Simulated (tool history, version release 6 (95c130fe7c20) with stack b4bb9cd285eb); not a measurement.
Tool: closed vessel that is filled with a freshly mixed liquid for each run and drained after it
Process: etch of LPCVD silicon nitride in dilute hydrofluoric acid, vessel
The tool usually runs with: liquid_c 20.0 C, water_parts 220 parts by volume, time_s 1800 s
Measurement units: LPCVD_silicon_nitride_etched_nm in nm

run    hour  liquid_c  water_parts  time_s  read-back film thickness of the LPCVD silicon nitride reference wafer, read on the same gauge (nm)  LPCVD_silicon_nitride_etched_nm
  1     0.0      20.0          220    1800                                                                                              70.013                            3.181
  2    53.5      20.0          220    1800                                                                                              69.970                            3.234
  3   160.9      20.0          220    1800                                                                                              69.997                            3.129
  4   262.7      20.0          220    1800                                                                                              70.026                            3.201
  5   367.9      20.0          220    1800                                                                                              70.021                            3.184
  6   413.9      20.0          220    1800                                                                                              69.975                            3.160
  7   458.8      20.0          220    1800                                                                                              69.983                            3.172
  8   519.3      20.0          220    1800                                                                                              69.977                            3.112
  9   608.6      17.0          220    1800                                                                                              69.984                            2.568
 10   670.1      17.0          220    1800                                                                                              69.987                            2.604
      672.5  -- hydrofluoric acid flow meter replaced
      674.4  -- thermometer replaced
 11   725.9      20.0          220    1800                                                                                              70.000                            3.462
      732.1  -- gauge calibrated
 12   998.0      20.0          250    1800                                                                                              70.018                            2.941
 13  1049.8      20.0          305    1800                                                                                              69.976                            2.450
 14  1110.4      20.0          220    1800                                                                                              69.994                            3.333
 15  1215.4      22.0          220    1800                                                                                              70.048                            3.843
 16  1298.5      17.0          220     980                                                                                              69.986                            1.508
 17  1379.5      20.0          220    2620                                                                                              70.015                            4.854
 18  1428.8      17.0          170    2705                                                                                              69.996                            5.229
 19  1536.3      20.0          220     920                                                                                              69.989                            1.704
 20  1583.9      23.0          220    2270                                                                                              69.985                            5.029
 21  1676.3      17.0          250    1185                                                                                              69.978                            1.569
 22  1775.0      17.0          170    2705                                                                                              69.971                            5.207

Alternative continuations, all from the tool just after run 22; predict every row:
  A  1776.2      20.0          220    1800                                                                                                   ?                                ?
  B  1776.2      20.0          125    2220                                                                                                   ?                                ?
  C  1776.2      20.0          255    1800                                                                                                   ?                                ?
  D  1776.2      22.5          220    1800                                                                                                   ?                                ?
  E  1776.2      17.0          220    1095                                                                                                   ?                                ?

run  read-back film thickness of the LPCVD silicon nitride reference wafer, read on the same gauge (nm)  LPCVD_silicon_nitride_etched_nm
  A                                                                                              70.008                            3.252
  B                                                                                              70.008                            6.951
  C                                                                                              70.008                            2.819
  D                                                                                              70.008                            3.818
  E                                                                                              70.008                            1.624
With the hidden condition removed and each run's random variation left untouched, the same runs would have given:
run  LPCVD_silicon_nitride_etched_nm
  A                            3.408
  B                            7.286
  C                            2.954
  D                            4.003
  E                            1.700
